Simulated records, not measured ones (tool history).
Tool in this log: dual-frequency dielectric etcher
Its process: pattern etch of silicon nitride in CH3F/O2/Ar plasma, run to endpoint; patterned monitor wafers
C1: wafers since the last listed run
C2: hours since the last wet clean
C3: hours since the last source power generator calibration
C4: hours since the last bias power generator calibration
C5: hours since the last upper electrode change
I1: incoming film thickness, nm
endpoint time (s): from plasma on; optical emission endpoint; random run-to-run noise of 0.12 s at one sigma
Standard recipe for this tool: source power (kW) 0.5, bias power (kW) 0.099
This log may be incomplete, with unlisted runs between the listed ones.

{"run": 1, "hour": 0.0, "source power (kW)": 0.46, "bias power (kW)": 0.099, "C1": 0, "C2": 307.5, "C3": 3712.4, "C4": 1718.9, "C5": 2941, "I1": 17.93, "endpoint time (s)": 21.3}
{"run": 2, "hour": 19.9, "source power (kW)": 0.46, "bias power (kW)": 0.099, "C1": 277, "C2": 327.4, "C3": 3732.3, "C4": 1738.8, "C5": 2960.9, "I1": 18, "endpoint time (s)": 21.5}
{"run": 3, "hour": 51.7, "source power (kW)": 0.46, "bias power (kW)": 0.099, "C1": 443, "C2": 359.2, "C3": 3764.1, "C4": 1770.6, "C5": 2992.7, "I1": 18.03, "endpoint time (s)": 21.4}
{"run": 4, "hour": 75.7, "source power (kW)": 0.5, "bias power (kW)": 0.091, "C1": 334, "C2": 383.2, "C3": 3788.1, "C4": 1794.6, "C5": 3016.7, "I1": 17.97, "endpoint time (s)": 21}
{"run": 5, "hour": 91.6, "source power (kW)": 0.5, "bias power (kW)": 0.091, "C1": 221, "C2": 399.1, "C3": 3804, "C4": 1810.5, "C5": 3032.6, "I1": 18.25, "endpoint time (s)": 21.6}
{"run": 6, "hour": 121.1, "source power (kW)": 0.5, "bias power (kW)": 0.091, "C1": 411, "C2": 428.6, "C3": 3833.5, "C4": 1840, "C5": 3062.1, "I1": 18.01, "endpoint time (s)": 21.4}
{"run": 7, "hour": 145.8, "source power (kW)": 0.5, "bias power (kW)": 0.099, "C1": 344, "C2": 453.3, "C3": 3858.2, "C4": 1864.7, "C5": 3086.8, "I1": 18.1, "endpoint time (s)": 20.7}
{"run": 8, "hour": 163.0, "source power (kW)": 0.5, "bias power (kW)": 0.099, "C1": 239, "C2": 470.5, "C3": 3875.4, "C4": 1881.9, "C5": 3104, "I1": 18.08, "endpoint time (s)": 20.5}
{"hour": 198.9, "done": "upper electrode replaced"}
{"run": 9, "hour": 199.4, "source power (kW)": 0.5, "bias power (kW)": 0.099, "C1": 172, "C2": 506.9, "C3": 3911.8, "C4": 1918.3, "C5": 0.5, "I1": 18, "endpoint time (s)": 20.7}
{"run": 10, "hour": 214.6, "source power (kW)": 0.5, "bias power (kW)": 0.099, "C1": 211, "C2": 522.1, "C3": 3927, "C4": 1933.5, "C5": 15.7, "I1": 17.98, "endpoint time (s)": 20.5}
{"run": 11, "hour": 250.6, "source power (kW)": 0.5, "bias power (kW)": 0.099, "C1": 501, "C2": 558.1, "C3": 3963, "C4": 1969.5, "C5": 51.7, "I1": 18.05, "endpoint time (s)": 20.7}
{"run": 12, "hour": 274.1, "source power (kW)": 0.46, "bias power (kW)": 0.088, "C1": 327, "C2": 581.6, "C3": 3986.5, "C4": 1993, "C5": 75.2, "I1": 18.02, "endpoint time (s)": 22.9}
{"run": 13, "hour": 286.1, "source power (kW)": 0.5, "bias power (kW)": 0.075, "C1": 167, "C2": 593.6, "C3": 3998.5, "C4": 2005, "C5": 87.2, "I1": 18.04, "endpoint time (s)": 23.2}
{"run": 14, "hour": 320.7, "source power (kW)": 0.5, "bias power (kW)": 0.085, "C1": 482, "C2": 628.2, "C3": 4033.1, "C4": 2039.6, "C5": 121.8, "I1": 18.01, "endpoint time (s)": 21.8}
{"hour": 328.4, "done": "source power generator calibrated"}
{"hour": 391.9, "done": "wet clean of the chamber"}
{"run": 15, "hour": 409.4, "source power (kW)": 0.44, "bias power (kW)": 0.121, "C1": 845, "C2": 17.5, "C3": 81, "C4": 2128.3, "C5": 210.5, "I1": 18.15, "endpoint time (s)": 19.8}
{"run": 16, "hour": 429.2, "source power (kW)": 0.5, "bias power (kW)": 0.099, "C1": 275, "C2": 37.3, "C3": 100.8, "C4": 2148.1, "C5": 230.3, "I1": 17.94, "endpoint time (s)": 20.1}
{"hour": 433.5, "done": "bias power generator calibrated"}
{"run": 17, "hour": 447.0, "source power (kW)": 0.61, "bias power (kW)": 0.09, "C1": 192, "C2": 55.1, "C3": 118.6, "C4": 13.5, "C5": 248.1, "I1": 18.26, "endpoint time (s)": 19}
{"run": 18, "hour": 467.1, "source power (kW)": 0.5, "bias power (kW)": 0.112, "C1": 280, "C2": 75.2, "C3": 138.7, "C4": 33.6, "C5": 268.2, "I1": 18.29, "endpoint time (s)": 19.3}
{"run": 19, "hour": 492.7, "source power (kW)": 0.5, "bias power (kW)": 0.089, "C1": 356, "C2": 100.8, "C3": 164.3, "C4": 59.2, "C5": 293.8, "I1": 18.05, "endpoint time (s)": 21.2}

Run 20 is up next; what results do you expect?
{"run": 20, "hour": 514.9, "source power (kW)": 0.54, "bias power (kW)": 0.118, "C1": 309, "C2": 123, "C3": 186.5, "C4": 81.4, "C5": 316, "I1": 18.03, "endpoint time (s)": "?"}

Logged for run 20: endpoint time (s) 17.9.
With the hidden condition absent and the run-to-run variation left alone, this run would have shown endpoint time (s) 17.7.

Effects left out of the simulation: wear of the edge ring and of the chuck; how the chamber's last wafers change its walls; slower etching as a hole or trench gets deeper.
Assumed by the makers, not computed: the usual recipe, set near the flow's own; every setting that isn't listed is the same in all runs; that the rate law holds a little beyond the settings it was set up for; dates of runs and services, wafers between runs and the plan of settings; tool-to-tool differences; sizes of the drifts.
